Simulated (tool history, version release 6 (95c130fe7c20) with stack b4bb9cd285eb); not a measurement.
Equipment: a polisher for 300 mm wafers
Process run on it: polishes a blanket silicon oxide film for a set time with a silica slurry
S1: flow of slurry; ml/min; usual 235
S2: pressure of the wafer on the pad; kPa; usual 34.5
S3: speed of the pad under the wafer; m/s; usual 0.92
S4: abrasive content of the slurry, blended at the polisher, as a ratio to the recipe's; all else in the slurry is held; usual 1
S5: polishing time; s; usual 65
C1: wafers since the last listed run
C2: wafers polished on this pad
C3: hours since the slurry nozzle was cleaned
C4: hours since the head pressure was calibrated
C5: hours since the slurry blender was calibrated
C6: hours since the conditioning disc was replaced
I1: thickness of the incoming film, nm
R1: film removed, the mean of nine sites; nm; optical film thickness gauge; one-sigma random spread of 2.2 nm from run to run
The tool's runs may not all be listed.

Run 1, hour 0: usual settings but S3 0.62 m/s; C1 0; C2 67; C3 201.8; C4 572.2; C5 193.1; C6 417; I1 926.2. Result: R1 143.9 nm.
Run 2, hour 95.5: usual settings but S3 0.7 m/s; C1 717; C2 784; C3 297.3; C4 667.7; C5 288.6; C6 512.5; I1 926.7. Result: R1 154.2 nm.
Run 3, hour 174.6: usual settings but S1 175 ml/min, S5 87 s; C1 593; C2 1378; C3 376.4; C4 746.8; C5 367.7; C6 591.6; I1 923.5. Result: R1 252.2 nm.
Run 4, hour 228: usual settings but S3 1.22 m/s, S5 53 s; C1 400; C2 1779; C3 429.8; C4 800.2; C5 421.1; C6 645; I1 917.3. Result: R1 193.2 nm.
At hour 316.7: head pressure recalibrated.
Run 5, hour 357.9: usual settings but S2 30.3 kPa, S4 0.8; C1 960; C2 2739; C3 559.7; C4 41.2; C5 551; C6 774.9; I1 915. Result: R1 143.9 nm.
Run 6, hour 399: usual settings but S3 1 m/s; C1 308; C2 3048; C3 600.8; C4 82.3; C5 592.1; C6 816; I1 917.8. Result: R1 196.1 nm.
Run 7, hour 454.9: usual settings but S3 1.06 m/s; C1 419; C2 3467; C3 656.7; C4 138.2; C5 648; C6 871.9; I1 919.5. Result: R1 208 nm.
At hour 459: conditioning disc replaced and pad reconditioned.
Run 8, hour 527.6: usual settings but S1 290 ml/min, S4 0.9; C1 530; C2 3998; C3 729.4; C4 210.9; C5 720.7; C6 68.6; I1 919.6. Result: R1 186.5 nm.
Run 9, hour 618.4: usual settings but S3 0.78 m/s, S4 0.75; C1 681; C2 4680; C3 820.2; C4 301.7; C5 811.5; C6 159.4; I1 937.4. Result: R1 141 nm.
Run 10, hour 709.3: usual settings but S2 31 kPa, S3 1.04 m/s, S4 1.25; C1 682; C2 5362; C3 911.1; C4 392.6; C5 902.4; C6 250.3; I1 909.7. Result: R1 218.9 nm.
At hour 752.4: worn pad replaced by a new one.
At hour 760: slurry nozzle cleaned.
At hour 764.9: slurry blender recalibrated.
Run 11, hour 814.4: usual settings but S2 37.9 kPa; C1 736; C2 442; C3 54.4; C4 497.7; C5 49.5; C6 355.4; I1 925. Result: R1 212 nm.
Run 12, hour 921.4: usual settings but S2 40.7 kPa; C1 803; C2 1246; C3 161.4; C4 604.7; C5 156.5; C6 462.4; I1 903.5. Result: R1 225.6 nm.
Run 13, hour 980: usual settings but S1 290 ml/min, S3 0.8 m/s, S4 0.85, S5 54 s; C1 439; C2 1686; C3 220; C4 663.3; C5 215.1; C6 521; I1 905.4. Result: R1 130.4 nm.
Run 14, hour 1032.4: usual settings but S1 310 ml/min, S5 53 s; C1 393; C2 2079; C3 272.4; C4 715.7; C5 267.5; C6 573.4; I1 926.9. Result: R1 157.5 nm.
Run 15, hour 1070.1: usual settings but S3 0.72 m/s; C1 283; C2 2362; C3 310.1; C4 753.4; C5 305.2; C6 611.1; I1 925.7. Result: R1 158.7 nm.

Expected results for the next run?
At hour 1108.7: head pressure recalibrated.
Run 16, hour 1119.5: usual settings but S2 43.4 kPa, S5 52 s; C1 355; C2 2718; C3 359.5; C4 10.8; C5 354.6; C6 660.5; I1 918.1. Result: R1 ?.

R1: 190.1 nm
The same run, on a tool lacking any hidden state, would have yielded R1 197.5 nm.

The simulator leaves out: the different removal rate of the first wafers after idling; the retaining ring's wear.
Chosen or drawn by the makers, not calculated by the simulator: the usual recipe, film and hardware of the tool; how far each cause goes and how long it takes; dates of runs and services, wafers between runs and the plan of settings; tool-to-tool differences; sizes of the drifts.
